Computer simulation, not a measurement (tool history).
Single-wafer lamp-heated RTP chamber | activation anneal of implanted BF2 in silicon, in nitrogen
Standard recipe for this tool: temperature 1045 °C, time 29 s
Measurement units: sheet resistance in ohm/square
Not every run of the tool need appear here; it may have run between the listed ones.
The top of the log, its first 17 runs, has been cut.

run	day	temperature	time	read-back reference wafer on the same gauge, sheet resistance	sheet resistance
18	13.967	1023	29	254.72	223.59
19	14.250	1045	29	255.04	215.47
20	14.950	1045	34	255.15	212.93
21	15.358	1045	29	254.77	213.84
22	15.775	1045	29	255.44	216.05
23	16.325	1035	34	255.14	215.85
24	16.733	1021	29	255.02	221.79
25	17.142	1035	34	254.94	213.54
26	17.392	1045	29	255.04	212.55
# day 17.846: gauge calibrated
27	17.900	1045	13	255.04	221.22
28	18.383	1072	46	254.81	202.73
# day 19.412: pyrometer window cleaned and pyrometer calibrated
# day 19.621: reflector plate cleaned
29	19.642	1045	29	254.78	215.59
30	19.962	1064	18	255.18	216.30
31	20.525	1021	46	254.79	220.92
32	20.967	1045	17	254.92	222.55
33	21.667	1057	29	254.72	213.08
34	22.125	1072	40	254.69	205.57
35	22.871	1017	16	254.70	238.12
36	23.504	1065	29	255.48	211.16
37	24.083	1045	39	255.21	212.23
38	24.650	1020	20	254.80	232.07

Each row is a separate what-if for the run after 38, all from the same tool condition, not one after another. Results?
A	24.667	1045	29	?	?
B	24.667	1072	29	?	?
C	24.667	1067	29	?	?

run	read-back reference wafer on the same gauge, sheet resistance	sheet resistance
A	255.00	215.71
B	255.00	207.89
C	255.00	209.15
Without the tool's unlogged condition, the same runs would have read:
run	sheet resistance
A	216.43
B	208.42
C	209.72
